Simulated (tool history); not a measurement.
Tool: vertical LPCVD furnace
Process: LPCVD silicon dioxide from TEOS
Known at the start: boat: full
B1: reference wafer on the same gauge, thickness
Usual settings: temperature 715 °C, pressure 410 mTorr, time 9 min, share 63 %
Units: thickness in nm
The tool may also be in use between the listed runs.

Run 1, hour 0: usual settings but temperature 719 °C, pressure 460 mTorr; B1 141.02. Result: thickness 137.8 nm.
Run 2, hour 33.9: usual settings but temperature 719 °C, pressure 460 mTorr; B1 140.9. Result: thickness 137.83 nm.
Run 3, hour 58.9: usual settings; B1 140.75. Result: thickness 118.41 nm.
Run 4, hour 83.3: usual settings; B1 140.68. Result: thickness 118.77 nm.
Run 5, hour 106.3: usual settings; B1 140.44. Result: thickness 119.07 nm.
Run 6, hour 141.1: usual settings but temperature 711 °C; B1 140.08. Result: thickness 108.16 nm.
Run 7, hour 161.3: usual settings but temperature 711 °C; B1 139.96. Result: thickness 108.16 nm.
Run 8, hour 175.6: usual settings but temperature 711 °C; B1 139.71. Result: thickness 107.68 nm.
At hour 209: gauge calibrated.
At hour 217: TEOS flow controller replaced.
At hour 227.1: pressure gauge zeroed.
Run 9, hour 227.6: usual settings but temperature 721 °C, time 12 min; B1 141.04. Result: thickness 181.7 nm.
Run 10, hour 231.1: usual settings but pressure 455 mTorr, share 59 %; B1 141.19. Result: thickness 121.7 nm.
Run 11, hour 241.9: usual settings but time 10 min, share 70 %; B1 141.08. Result: thickness 139.6 nm.
At hour 279.2: thermocouples replaced and temperature profile calibrated.
Run 12, hour 279.7: usual settings but time 6 min; B1 140.89. Result: thickness 79.05 nm.
Run 13, hour 283.6: usual settings but time 7.5 min, share 71 %; B1 141.06. Result: thickness 105.14 nm.

Run 14 comes next. What will it give?
Run 14, hour 304.5: usual settings; B1 ?. Result: thickness ?.

B1: 141.01
thickness: 118.94 nm
Without the tool's hidden state the same run would have given thickness 119.01 nm.
